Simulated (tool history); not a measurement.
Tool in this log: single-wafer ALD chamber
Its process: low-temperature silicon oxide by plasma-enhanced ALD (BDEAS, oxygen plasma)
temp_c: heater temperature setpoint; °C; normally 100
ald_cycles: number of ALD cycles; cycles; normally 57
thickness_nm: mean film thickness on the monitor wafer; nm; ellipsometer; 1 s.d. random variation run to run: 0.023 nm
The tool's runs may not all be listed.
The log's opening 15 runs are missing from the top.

run    hour  temp_c  ald_cycles  read-back reference wafer on the same gauge, thickness_nm  thickness_nm
 16   919.5     100          50                                                      9.327         7.333
 17   985.1     100          50                                                      9.326         7.304
 18  1045.9     100          57                                                      9.325         8.303
 19  1087.6     100          57                                                      9.330         8.351
 20  1158.5     100          57                                                      9.330         8.375
 21  1243.2      95          57                                                      9.330         8.513
 22  1274.6      87          50                                                      9.323         7.736
     1308.2  -- thermocouple changed; heater temperature recalibrated
 23  1326.1      86          61                                                      9.322         9.468
 24  1367.4     100          57                                                      9.334         8.303
 25  1407.6     107          52                                                      9.335         7.518
 26  1448.1     105          57                                                      9.327         8.201
     1459.0  -- gauge calibrated
 27  1495.4     100          57                                                      9.332         8.298
 28  1534.6     115          60                                                      9.331         8.504
 29  1590.2     100          57                                                      9.330         8.309
 30  1638.0     100          57                                                      9.336         8.295
 31  1665.0     100          57                                                      9.329         8.371
 32  1700.8      87          53                                                      9.331         8.180

What does the tool deliver on the next run?
 33  1759.3     107          61                                                          ?             ?

Run 33 measured read-back reference wafer on the same gauge, thickness_nm 9.325, thickness_nm 8.794 nm.
The same run, on a tool lacking any hidden state, would have yielded thickness_nm 8.794 nm.
